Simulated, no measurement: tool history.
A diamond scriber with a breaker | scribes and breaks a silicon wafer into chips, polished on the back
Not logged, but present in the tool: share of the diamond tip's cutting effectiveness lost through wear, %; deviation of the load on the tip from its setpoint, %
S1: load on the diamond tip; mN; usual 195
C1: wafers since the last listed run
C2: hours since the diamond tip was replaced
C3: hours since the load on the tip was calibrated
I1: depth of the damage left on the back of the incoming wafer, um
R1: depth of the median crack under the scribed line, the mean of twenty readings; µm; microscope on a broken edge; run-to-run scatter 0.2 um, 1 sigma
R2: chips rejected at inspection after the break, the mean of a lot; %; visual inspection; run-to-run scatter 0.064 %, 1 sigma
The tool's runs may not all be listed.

Run 1, day 0: usual settings but S1 175 mN; C1 0; C2 446.9; C3 1213.6; I1 0.04. Result: R1 7.99 µm, R2 9.61 %.
Run 2, day 0.692: usual settings but S1 175 mN; C1 25; C2 463.5; C3 1230.2; I1 0.05. Result: R1 8.12 µm, R2 9.57 %.
Run 3, day 1.188: usual settings but S1 175 mN; C1 18; C2 475.4; C3 1242.1; I1 0.03. Result: R1 8.11 µm, R2 9.58 %.
Run 4, day 1.462: usual settings but S1 172 mN; C1 10; C2 482; C3 1248.7; I1 0.04. Result: R1 8.35 µm, R2 10.46 %.
Run 5, day 2.104: usual settings but S1 172 mN; C1 23; C2 497.4; C3 1264.1; I1 0.01. Result: R1 7.76 µm, R2 10.87 %.
Run 6, day 2.567: usual settings but S1 172 mN; C1 17; C2 508.5; C3 1275.2; I1 0.03. Result: R1 7.79 µm, R2 11.44 %.
Run 7, day 3.267: usual settings but S1 237 mN; C1 26; C2 525.3; C3 1292; I1 0.05. Result: R1 9.87 µm, R2 1.44 %.
Run 8, day 3.783: usual settings but S1 237 mN; C1 19; C2 537.7; C3 1304.4; I1 0.02. Result: R1 9.87 µm, R2 1.59 %.
Run 9, day 4.742: usual settings but S1 162 mN; C1 35; C2 560.7; C3 1327.4; I1 0.02. Result: R1 7.52 µm, R2 17.34 %.
At day 4.9: load on the tip recalibrated.
Run 10, day 5.075: usual settings but S1 162 mN; C1 9; C2 568.7; C3 4.2; I1 0.02. Result: R1 7.34 µm, R2 19.29 %.
Run 11, day 5.542: usual settings but S1 162 mN; C1 17; C2 579.9; C3 15.4; I1 0.05. Result: R1 7.4 µm, R2 16.44 %.
Run 12, day 5.9: usual settings; C1 13; C2 588.5; C3 24; I1 0.03. Result: R1 8.59 µm, R2 7.37 %.
Run 13, day 6.158: usual settings but S1 151 mN; C1 9; C2 594.7; C3 30.2; I1 0.02. Result: R1 7.2 µm, R2 22.42 %.
At day 6.475: diamond tip replaced by a new one.
Run 14, day 6.496: usual settings but S1 238 mN; C1 9; C2 0.5; C3 38.3; I1 0.01. Result: R1 11.73 µm, R2 4.47 %.
Run 15, day 7.125: usual settings but S1 172 mN; C1 23; C2 15.6; C3 53.4; I1 0.02. Result: R1 8.81 µm, R2 3.14 %.
Run 16, day 7.854: usual settings but S1 168 mN; C1 27; C2 33.1; C3 70.9; I1 0.04. Result: R1 8.88 µm, R2 4.28 %.
Run 17, day 8.479: usual settings but S1 223 mN; C1 23; C2 48.1; C3 85.9; I1 0.02. Result: R1 10.88 µm, R2 2.24 %.
Run 18, day 8.883: usual settings but S1 177 mN; C1 15; C2 57.8; C3 95.6; I1 0.03. Result: R1 8.9 µm, R2 3.02 %.
Run 19, day 9.567: usual settings but S1 227 mN; C1 25; C2 74.2; C3 112; I1 0.04. Result: R1 10.61 µm, R2 2.53 %.
Run 20, day 10.308: usual settings; C1 27; C2 92; C3 129.8; I1 0.04. Result: R1 9.94 µm, R2 1.6 %.
Run 21, day 10.883: usual settings; C1 21; C2 105.8; C3 143.6; I1 0.03. Result: R1 9.86 µm, R2 1.71 %.
Run 22, day 11.142: usual settings but S1 142 mN; C1 9; C2 112; C3 149.8; I1 0.04. Result: R1 8.08 µm, R2 13.12 %.
Run 23, day 11.4: usual settings; C1 9; C2 118.2; C3 156; I1 0.04. Result: R1 9.94 µm, R2 1.68 %.
Run 24, day 11.829: usual settings but S1 163 mN; C1 15; C2 128.5; C3 166.3; I1 0.03. Result: R1 8.64 µm, R2 6.96 %.
Run 25, day 12.504: usual settings but S1 243 mN; C1 25; C2 144.7; C3 182.5; I1 0.04. Result: R1 11.46 µm, R2 3.35 %.
Run 26, day 14.533: usual settings but S1 176 mN; C1 75; C2 193.4; C3 231.2; I1 0.03. Result: R1 8.86 µm, R2 4.38 %.

3 options for the next run, each taken on its own from the tool as it stands now. Forecast them:
Run A, day 14.558: usual settings; C1 0; C2 194; C3 231.8; I1 0.04. Result: R1 ?, R2 ?.
Run B, day 14.558: usual settings but S1 154 mN; C1 0; C2 194; C3 231.8; I1 0.04. Result: R1 ?, R2 ?.
Run C, day 14.558: usual settings but S1 218 mN; C1 0; C2 194; C3 231.8; I1 0.04. Result: R1 ?, R2 ?.

run     R1    R2
  A   9.78  1.96
  B   8.25  9.77
  C  10.59  1.28
The same runs, with their run-to-run variation unchanged, on a tool lacking any hidden condition would have given:
run     R1    R2
  A  10.45  1.25
  B   8.82  5.75
  C  11.31  2.25

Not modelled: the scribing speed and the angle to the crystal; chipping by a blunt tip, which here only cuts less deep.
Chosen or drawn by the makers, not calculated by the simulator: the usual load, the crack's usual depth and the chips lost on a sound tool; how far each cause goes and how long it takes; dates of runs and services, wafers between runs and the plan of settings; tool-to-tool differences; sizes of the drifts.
